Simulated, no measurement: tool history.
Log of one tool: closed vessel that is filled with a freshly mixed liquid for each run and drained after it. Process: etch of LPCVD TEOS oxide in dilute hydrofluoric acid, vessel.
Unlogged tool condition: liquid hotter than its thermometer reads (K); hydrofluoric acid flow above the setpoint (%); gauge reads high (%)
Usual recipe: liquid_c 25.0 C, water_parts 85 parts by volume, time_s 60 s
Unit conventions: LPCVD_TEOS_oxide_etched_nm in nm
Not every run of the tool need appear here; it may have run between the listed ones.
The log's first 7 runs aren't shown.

run,hour,liquid_c,water_parts,time_s,wafers since the last listed run,hours since the thermometer was replaced,hours since the hydrofluoric acid flow meter was replaced,hours since the gauge calibration,"read-back film thickness of the LPCVD TEOS oxide reference wafer, read on the same gauge (nm)",LPCVD_TEOS_oxide_etched_nm
8,77.5,28.0,85,70,621,2131.2,1181.0,83.4,29.99,70.99
9,83.8,25.0,85,35,395,2137.5,1187.3,89.7,30.02,31.35
10,99.4,25.0,85,60,978,2153.1,1202.9,105.3,30.01,54.21
11,116.1,25.0,85,60,1047,2169.8,1219.6,122.0,30.02,54.02
12,123.9,25.0,85,60,489,2177.6,1227.4,129.8,30.00,54.06
13,136.5,25.0,85,60,790,2190.2,1240.0,142.4,30.02,54.42
14,147.5,25.0,85,60,690,2201.2,1251.0,153.4,29.98,54.53
15,158.0,21.0,60,75,658,2211.7,1261.5,163.9,30.02,84.14
16,168.9,25.0,85,60,683,2222.6,1272.4,174.8,29.97,54.56
17,184.9,25.0,60,60,1003,2238.6,1288.4,190.8,29.99,79.72
18,197.8,23.0,55,80,809,2251.5,1301.3,203.7,29.99,107.93
# hour 213.8: hydrofluoric acid flow meter replaced
# hour 236.7: gauge calibrated
19,236.8,25.0,60,60,2384,2290.5,23.0,0.1,29.99,71.51
20,246.0,21.5,110,90,577,2299.7,32.2,9.3,29.97,47.29
21,254.8,27.5,120,75,552,2308.5,41.0,18.1,30.00,45.24
22,262.0,29.0,70,60,451,2315.7,48.2,25.3,30.00,70.85
23,273.5,25.0,45,60,721,2327.2,59.7,36.8,29.98,97.83
24,283.9,25.0,85,60,652,2337.6,70.1,47.2,29.99,48.98
# hour 290.5: thermometer replaced
25,296.1,25.0,85,60,702,5.6,82.3,59.4,29.97,44.76
26,307.2,25.0,85,60,696,16.7,93.4,70.5,30.01,44.77
27,315.9,20.0,125,60,545,25.4,102.1,79.2,30.02,23.85
28,323.6,25.0,45,75,483,33.1,109.8,86.9,30.05,111.46
29,334.7,25.0,85,60,696,44.2,120.9,98.0,30.03,44.73
30,350.2,25.0,85,60,972,59.7,136.4,113.5,30.02,44.91
31,359.6,25.0,85,45,589,69.1,145.8,122.9,30.04,33.72
32,373.3,25.0,85,30,859,82.8,159.5,136.6,30.01,22.61

Branching from run 32: 5 alternative next runs. What would each branch give?
A,374.0,25.0,85,60,43,83.5,160.2,137.3,?,?
B,374.0,21.0,85,80,43,83.5,160.2,137.3,?,?
C,374.0,29.0,55,80,43,83.5,160.2,137.3,?,?
D,374.0,29.0,110,80,43,83.5,160.2,137.3,?,?
E,374.0,25.0,105,60,43,83.5,160.2,137.3,?,?

run,"read-back film thickness of the LPCVD TEOS oxide reference wafer, read on the same gauge (nm)",LPCVD_TEOS_oxide_etched_nm
A,30.01,44.98
B,30.01,51.03
C,30.01,113.07
D,30.01,52.37
E,30.01,35.52
With no hidden state in the tool, these same runs would have given:
run,LPCVD_TEOS_oxide_etched_nm
A,43.11
B,48.90
C,108.47
D,50.15
E,34.03

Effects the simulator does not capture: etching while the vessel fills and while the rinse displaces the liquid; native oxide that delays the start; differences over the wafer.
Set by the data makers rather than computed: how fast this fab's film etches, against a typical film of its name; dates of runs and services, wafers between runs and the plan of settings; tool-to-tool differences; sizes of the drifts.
